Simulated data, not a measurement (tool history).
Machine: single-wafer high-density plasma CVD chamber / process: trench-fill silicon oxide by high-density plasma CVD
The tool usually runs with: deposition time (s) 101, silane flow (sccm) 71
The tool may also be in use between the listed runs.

run	hour	deposition time (s)	silane flow (sccm)	wafers since the last listed run	hours since the silane flow controller was replaced	hours since the gauge calibration	read-back reference wafer on the same gauge, thickness_nm	mean film thickness on the monitor wafer (Å)
1	0	113	71	0	3885.7	177.1	568.439	7360.49
2	35.5	113	71	572	3921.2	212.6	568.066	7344.31
3	50.4	113	71	240	3936.1	227.5	568.746	7343.07
4	79.8	101	71	473	3965.5	256.9	568.88	6537.63
5	93.1	101	71	214	3978.8	270.2	568.88	6570.43
6	122.9	101	71	480	4008.6	300	567.819	6567.92
7	142.5	101	80	315	4028.2	319.6	567.642	7299.82
8	174.2	101	71	511	4059.9	351.3	567.662	6557.77
9	204.4	101	71	486	4090.1	381.5	568.219	6538.35
10	227.8	101	71	377	4113.5	404.9	567.741	6528.88
11	256.7	101	71	465	4142.4	433.8	567.808	6537.3
# hour 282.1: silane flow controller replaced
12	285.7	101	71	338	3.6	462.8	567.825	6933.71
13	316.8	101	71	501	34.7	493.9	568.147	6957.15
14	331.2	101	71	232	49.1	508.3	567.864	6963.24
15	357	101	71	415	74.9	534.1	567.471	6925.3
16	373.7	101	71	269	91.6	550.8	568.464	6904.19
17	398.4	92	75	398	116.3	575.5	567.979	6613.69
18	420.6	92	79	357	138.5	597.7	568.113	6921.66
19	453.4	90	62	528	171.3	630.5	567.225	5430.48
20	480.3	82	71	433	198.2	657.4	567.949	5595.28
21	500.9	87	71	332	218.8	678	568.074	5929.41
22	520.1	90	62	309	238	697.2	567.847	5459.41
23	549.3	91	80	470	267.2	726.4	568.761	6903.53
24	576	101	82	430	293.9	753.1	568.756	7773.38
# hour 585.2: gauge calibrated
25	604.4	111	71	457	322.3	19.2	567.944	7552.44
26	644.8	101	60	651	362.7	59.6	568.153	5914.32
27	672.8	117	60	451	390.7	87.6	568.073	6861.07
28	702.7	116	81	481	420.6	117.5	568.438	8821.28
29	733.6	92	64	498	451.5	148.4	567.864	5678.83
30	759.8	101	71	422	477.7	174.6	567.256	6835.58
31	778	94	64	293	495.9	192.8	568.419	5820.47
32	790.8	94	71	206	508.7	205.6	567.973	6353.21
33	815.7	107	82	401	533.6	230.5	567.424	8221.91
34	841	101	71	407	558.9	255.8	568.598	6815.51
35	860.3	101	71	311	578.2	275.1	568.649	6806.06

Measured minus without-hidden-state, run by run (identical run-to-run variation in each term; gauge scatter may differ):
The hidden state here: delivered silane flow above the setpoint (%); gauge reads high (%).
run	mean film thickness on the monitor wafer (Å)
1	-434.92
2	-434.57
3	-434.75
4	-387.48
5	-389.63
6	-389.89
7	-433.65
8	-390
9	-389.24
10	-388.97
11	-389.84
12	-6.2
13	-15.47
14	-19.71
15	-27.02
16	-31.65
17	-36.9
18	-44.71
19	-42.01
20	-49.02
21	-56.52
22	-55.91
23	-78.01
24	-95.23
25	-100.01
26	-86.45
27	-106.68
28	-145.74
29	-99.41
30	-125.25
31	-109.9
32	-122.43
33	-164.57
34	-141.5
35	-145.1
